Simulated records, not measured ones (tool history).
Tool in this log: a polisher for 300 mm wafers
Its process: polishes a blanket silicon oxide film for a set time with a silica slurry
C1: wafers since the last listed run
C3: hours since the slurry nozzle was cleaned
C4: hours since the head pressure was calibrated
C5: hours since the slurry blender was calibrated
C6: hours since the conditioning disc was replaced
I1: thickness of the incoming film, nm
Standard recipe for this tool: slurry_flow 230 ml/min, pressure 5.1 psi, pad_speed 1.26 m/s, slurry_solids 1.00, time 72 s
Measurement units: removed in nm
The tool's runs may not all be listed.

{"run": 1, "hour": 0.0, "slurry_flow": 230, "pressure": 5.1, "pad_speed": 1.54, "slurry_solids": 1.0, "time": 72, "C1": 0, "wafers polished on this pad": 418, "C3": 253.1, "C4": 556.9, "C5": 11.1, "C6": 88.6, "I1": 1694.3, "removed": 314.3}
{"run": 2, "hour": 61.1, "slurry_flow": 230, "pressure": 5.1, "pad_speed": 1.26, "slurry_solids": 1.0, "time": 72, "C1": 323, "wafers polished on this pad": 742, "C3": 314.2, "C4": 618.0, "C5": 72.2, "C6": 149.7, "I1": 1693.7, "removed": 264.1}
{"run": 3, "hour": 100.6, "slurry_flow": 230, "pressure": 5.1, "pad_speed": 1.26, "slurry_solids": 1.0, "time": 72, "C1": 209, "wafers polished on this pad": 952, "C3": 353.7, "C4": 657.5, "C5": 111.7, "C6": 189.2, "I1": 1664.3, "removed": 274.8}
{"run": 4, "hour": 139.0, "slurry_flow": 230, "pressure": 5.1, "pad_speed": 1.26, "slurry_solids": 1.0, "time": 72, "C1": 203, "wafers polished on this pad": 1155, "C3": 392.1, "C4": 695.9, "C5": 150.1, "C6": 227.6, "I1": 1678.9, "removed": 272.5}
{"hour": 206.6, "done": "worn pad replaced by a new one"}
{"run": 5, "hour": 219.8, "slurry_flow": 230, "pressure": 5.1, "pad_speed": 1.26, "slurry_solids": 1.0, "time": 72, "C1": 407, "wafers polished on this pad": 69, "C3": 472.9, "C4": 776.7, "C5": 230.9, "C6": 308.4, "I1": 1709.7, "removed": 266.5}
{"run": 6, "hour": 244.7, "slurry_flow": 230, "pressure": 5.1, "pad_speed": 1.26, "slurry_solids": 1.0, "time": 72, "C1": 132, "wafers polished on this pad": 201, "C3": 497.8, "C4": 801.6, "C5": 255.8, "C6": 333.3, "I1": 1707.0, "removed": 270.1}
{"hour": 256.4, "done": "conditioning disc replaced and pad reconditioned"}
{"hour": 276.5, "done": "slurry blender recalibrated"}
{"run": 7, "hour": 301.1, "slurry_flow": 230, "pressure": 5.1, "pad_speed": 1.26, "slurry_solids": 1.0, "time": 72, "C1": 277, "wafers polished on this pad": 479, "C3": 554.2, "C4": 858.0, "C5": 24.6, "C6": 44.7, "I1": 1705.2, "removed": 277.1}
{"run": 8, "hour": 352.1, "slurry_flow": 230, "pressure": 5.1, "pad_speed": 1.26, "slurry_solids": 1.0, "time": 72, "C1": 270, "wafers polished on this pad": 750, "C3": 605.2, "C4": 909.0, "C5": 75.6, "C6": 95.7, "I1": 1691.4, "removed": 270.9}
{"run": 9, "hour": 418.5, "slurry_flow": 295, "pressure": 4.7, "pad_speed": 1.26, "slurry_solids": 1.0, "time": 72, "C1": 352, "wafers polished on this pad": 1102, "C3": 671.6, "C4": 975.4, "C5": 142.0, "C6": 162.1, "I1": 1693.4, "removed": 259.1}
{"hour": 441.5, "done": "worn pad replaced by a new one"}
{"run": 10, "hour": 456.1, "slurry_flow": 295, "pressure": 4.7, "pad_speed": 1.26, "slurry_solids": 1.0, "time": 72, "C1": 178, "wafers polished on this pad": 77, "C3": 709.2, "C4": 1013.0, "C5": 179.6, "C6": 199.7, "I1": 1686.2, "removed": 258.7}
{"hour": 480.8, "done": "head pressure recalibrated"}
{"run": 11, "hour": 519.4, "slurry_flow": 295, "pressure": 4.7, "pad_speed": 1.26, "slurry_solids": 1.0, "time": 72, "C1": 324, "wafers polished on this pad": 402, "C3": 772.5, "C4": 38.6, "C5": 242.9, "C6": 263.0, "I1": 1673.9, "removed": 270.3}
{"hour": 522.7, "done": "slurry nozzle cleaned"}
{"run": 12, "hour": 546.4, "slurry_flow": 230, "pressure": 5.1, "pad_speed": 1.26, "slurry_solids": 1.15, "time": 72, "C1": 137, "wafers polished on this pad": 540, "C3": 23.7, "C4": 65.6, "C5": 269.9, "C6": 290.0, "I1": 1706.0, "removed": 307.9}
{"hour": 557.3, "done": "slurry blender recalibrated"}
{"run": 13, "hour": 599.6, "slurry_flow": 230, "pressure": 5.8, "pad_speed": 1.14, "slurry_solids": 0.9, "time": 63, "C1": 271, "wafers polished on this pad": 811, "C3": 76.9, "C4": 118.8, "C5": 42.3, "C6": 343.2, "I1": 1708.1, "removed": 256.6}
{"hour": 603.8, "done": "conditioning disc replaced and pad reconditioned"}
{"run": 14, "hour": 653.5, "slurry_flow": 200, "pressure": 6.6, "pad_speed": 1.64, "slurry_solids": 1.0, "time": 72, "C1": 275, "wafers polished on this pad": 1087, "C3": 130.8, "C4": 172.7, "C5": 96.2, "C6": 49.7, "I1": 1680.0, "removed": 437.3}
{"hour": 681.3, "done": "head pressure recalibrated, repeated, since the last time left the tool worse"}
{"run": 15, "hour": 688.5, "slurry_flow": 300, "pressure": 5.1, "pad_speed": 1.26, "slurry_solids": 0.75, "time": 81, "C1": 174, "wafers polished on this pad": 1261, "C3": 165.8, "C4": 7.2, "C5": 131.2, "C6": 84.7, "I1": 1690.9, "removed": 258.2}
{"hour": 723.2, "done": "worn pad replaced by a new one"}
{"run": 16, "hour": 742.0, "slurry_flow": 230, "pressure": 5.9, "pad_speed": 1.26, "slurry_solids": 1.0, "time": 72, "C1": 262, "wafers polished on this pad": 99, "C3": 219.3, "C4": 60.7, "C5": 184.7, "C6": 138.2, "I1": 1687.8, "removed": 306.2}
{"run": 17, "hour": 773.7, "slurry_flow": 230, "pressure": 5.1, "pad_speed": 1.26, "slurry_solids": 1.0, "time": 72, "C1": 168, "wafers polished on this pad": 267, "C3": 251.0, "C4": 92.4, "C5": 216.4, "C6": 169.9, "I1": 1697.1, "removed": 257.3}
{"hour": 802.4, "done": "slurry blender recalibrated"}
{"run": 18, "hour": 842.1, "slurry_flow": 290, "pressure": 5.1, "pad_speed": 1.26, "slurry_solids": 1.0, "time": 72, "C1": 352, "wafers polished on this pad": 619, "C3": 319.4, "C4": 160.8, "C5": 39.7, "C6": 238.3, "I1": 1689.5, "removed": 268.4}
{"run": 19, "hour": 883.1, "slurry_flow": 200, "pressure": 5.1, "pad_speed": 1.26, "slurry_solids": 1.0, "time": 72, "C1": 217, "wafers polished on this pad": 837, "C3": 360.4, "C4": 201.8, "C5": 80.7, "C6": 279.3, "I1": 1660.2, "removed": 256.7}
{"hour": 953.6, "done": "conditioning disc replaced and pad reconditioned"}
{"run": 20, "hour": 954.1, "slurry_flow": 300, "pressure": 5.9, "pad_speed": 1.26, "slurry_solids": 0.75, "time": 47, "C1": 365, "wafers polished on this pad": 1203, "C3": 431.4, "C4": 272.8, "C5": 151.7, "C6": 0.5, "I1": 1694.2, "removed": 173.7}
{"hour": 961.9, "done": "worn pad replaced by a new one"}
{"run": 21, "hour": 1017.6, "slurry_flow": 200, "pressure": 6.7, "pad_speed": 1.26, "slurry_solids": 0.75, "time": 72, "C1": 315, "wafers polished on this pad": 295, "C3": 494.9, "C4": 336.3, "C5": 215.2, "C6": 64.0, "I1": 1691.2, "removed": 288.5}
{"hour": 1076.7, "done": "slurry blender recalibrated"}
{"run": 22, "hour": 1077.2, "slurry_flow": 230, "pressure": 5.1, "pad_speed": 1.26, "slurry_solids": 1.0, "time": 72, "C1": 305, "wafers polished on this pad": 600, "C3": 554.5, "C4": 395.9, "C5": 0.5, "C6": 123.6, "I1": 1709.7, "removed": 263.9}
{"run": 23, "hour": 1105.4, "slurry_flow": 230, "pressure": 5.1, "pad_speed": 1.26, "slurry_solids": 1.0, "time": 72, "C1": 149, "wafers polished on this pad": 750, "C3": 582.7, "C4": 424.1, "C5": 28.7, "C6": 151.8, "I1": 1684.6, "removed": 264.9}
{"run": 24, "hour": 1149.6, "slurry_flow": 230, "pressure": 5.1, "pad_speed": 1.26, "slurry_solids": 1.0, "time": 72, "C1": 234, "wafers polished on this pad": 984, "C3": 626.9, "C4": 468.3, "C5": 72.9, "C6": 196.0, "I1": 1655.9, "removed": 264.4}
{"run": 25, "hour": 1174.3, "slurry_flow": 230, "pressure": 4.5, "pad_speed": 1.26, "slurry_solids": 1.0, "time": 72, "C1": 130, "wafers polished on this pad": 1115, "C3": 651.6, "C4": 493.0, "C5": 97.6, "C6": 220.7, "I1": 1712.2, "removed": 233.4}
{"run": 26, "hour": 1218.4, "slurry_flow": 175, "pressure": 5.1, "pad_speed": 1.12, "slurry_solids": 1.2, "time": 72, "C1": 233, "wafers polished on this pad": 1349, "C3": 695.7, "C4": 537.1, "C5": 141.7, "C6": 264.8, "I1": 1710.5, "removed": 251.3}

Branching from run 26: 3 alternative next runs. What would each branch give?
{"run": "A", "hour": 1218.9, "slurry_flow": 230, "pressure": 5.1, "pad_speed": 1.26, "slurry_solids": 0.85, "time": 72, "C1": 2, "wafers polished on this pad": 1351, "C3": 696.2, "C4": 537.6, "C5": 142.2, "C6": 265.3, "I1": 1687.2, "removed": "?"}
{"run": "B", "hour": 1218.9, "slurry_flow": 230, "pressure": 5.1, "pad_speed": 1.68, "slurry_solids": 1.0, "time": 61, "C1": 2, "wafers polished on this pad": 1351, "C3": 696.2, "C4": 537.6, "C5": 142.2, "C6": 265.3, "I1": 1687.2, "removed": "?"}
{"run": "C", "hour": 1218.9, "slurry_flow": 205, "pressure": 5.1, "pad_speed": 1.62, "slurry_solids": 1.0, "time": 97, "C1": 2, "wafers polished on this pad": 1351, "C3": 696.2, "C4": 537.6, "C5": 142.2, "C6": 265.3, "I1": 1687.2, "removed": "?"}

run=A removed=238.5
run=B removed=276.2
run=C removed=420.0
With no hidden state in the tool, these same runs would have given:
run=A removed=235.6
run=B removed=272.9
run=C removed=414.9
